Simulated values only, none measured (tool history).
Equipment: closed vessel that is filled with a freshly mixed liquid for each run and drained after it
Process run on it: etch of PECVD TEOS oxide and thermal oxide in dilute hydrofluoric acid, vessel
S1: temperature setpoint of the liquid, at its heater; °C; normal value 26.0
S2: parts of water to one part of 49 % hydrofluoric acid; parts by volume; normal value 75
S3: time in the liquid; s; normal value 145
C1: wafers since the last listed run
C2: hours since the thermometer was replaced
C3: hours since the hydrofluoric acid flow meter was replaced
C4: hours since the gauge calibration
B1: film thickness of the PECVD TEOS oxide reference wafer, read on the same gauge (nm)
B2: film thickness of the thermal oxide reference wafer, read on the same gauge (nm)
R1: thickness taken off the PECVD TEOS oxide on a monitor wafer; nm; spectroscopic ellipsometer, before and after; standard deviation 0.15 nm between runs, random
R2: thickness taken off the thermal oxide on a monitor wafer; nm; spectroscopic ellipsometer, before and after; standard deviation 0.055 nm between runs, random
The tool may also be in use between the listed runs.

| run | hour | S1 | S2 | S3 | C1 | C2 | C3 | C4 | B1 | B2 | R1 | R2 |
|---|---|---|---|---|---|---|---|---|---|---|---|---|
| 1 | 0.0 | 26.0 | 75 | 145 | 0 | 2369.1 | 2015.4 | 173.9 | 120.00 | 140.02 | 25.39 | 11.20 |
| 2 | 34.4 | 26.0 | 75 | 145 | 4253 | 2403.5 | 2049.8 | 208.3 | 119.99 | 140.03 | 25.17 | 11.39 |
| 3 | 52.0 | 26.0 | 75 | 145 | 2176 | 2421.1 | 2067.4 | 225.9 | 120.00 | 140.00 | 25.12 | 11.28 |
| 4 | 81.7 | 26.0 | 75 | 145 | 3672 | 2450.8 | 2097.1 | 255.6 | 119.99 | 140.03 | 25.32 | 11.32 |
| 5 | 101.1 | 26.0 | 75 | 145 | 2398 | 2470.2 | 2116.5 | 275.0 | 119.99 | 139.98 | 25.30 | 11.37 |
|  | 117.5 | hydrofluoric acid flow meter replaced |
| 6 | 122.4 | 26.0 | 75 | 145 | 2510 | 2491.5 | 4.9 | 296.3 | 119.98 | 140.00 | 22.81 | 10.18 |
| 7 | 138.0 | 26.0 | 75 | 145 | 1929 | 2507.1 | 20.5 | 311.9 | 120.01 | 140.00 | 22.95 | 10.16 |
| 8 | 161.1 | 26.0 | 75 | 145 | 2856 | 2530.2 | 43.6 | 335.0 | 119.99 | 140.02 | 22.72 | 10.26 |
| 9 | 180.7 | 26.0 | 75 | 145 | 2423 | 2549.8 | 63.2 | 354.6 | 119.98 | 140.01 | 23.01 | 10.25 |
| 10 | 195.5 | 29.0 | 90 | 145 | 1830 | 2564.6 | 78.0 | 369.4 | 120.00 | 139.99 | 21.05 | 9.41 |
| 11 | 222.0 | 26.0 | 75 | 115 | 3276 | 2591.1 | 104.5 | 395.9 | 120.01 | 140.00 | 18.14 | 8.07 |
| 12 | 243.8 | 26.0 | 75 | 145 | 2695 | 2612.9 | 126.3 | 417.7 | 120.01 | 140.02 | 22.97 | 10.18 |
|  | 251.0 | gauge calibrated |
| 13 | 271.0 | 26.0 | 65 | 185 | 3363 | 2640.1 | 153.5 | 20.0 | 120.02 | 140.00 | 34.50 | 15.18 |
| 14 | 352.1 | 27.5 | 85 | 65 | 10028 | 2721.2 | 234.6 | 101.1 | 120.00 | 139.97 | 9.50 | 4.23 |

Run 15 comes next. What will it give?
| 15 | 365.5 | 26.0 | 75 | 145 | 1656 | 2734.6 | 248.0 | 114.5 | ? | ? | ? | ? |

B1: 119.99
B2: 140.01
R1: 23.15 nm
R2: 10.27 nm
With no hidden state in the tool, this same run would have given R1 24.83 nm, R2 11.01 nm.

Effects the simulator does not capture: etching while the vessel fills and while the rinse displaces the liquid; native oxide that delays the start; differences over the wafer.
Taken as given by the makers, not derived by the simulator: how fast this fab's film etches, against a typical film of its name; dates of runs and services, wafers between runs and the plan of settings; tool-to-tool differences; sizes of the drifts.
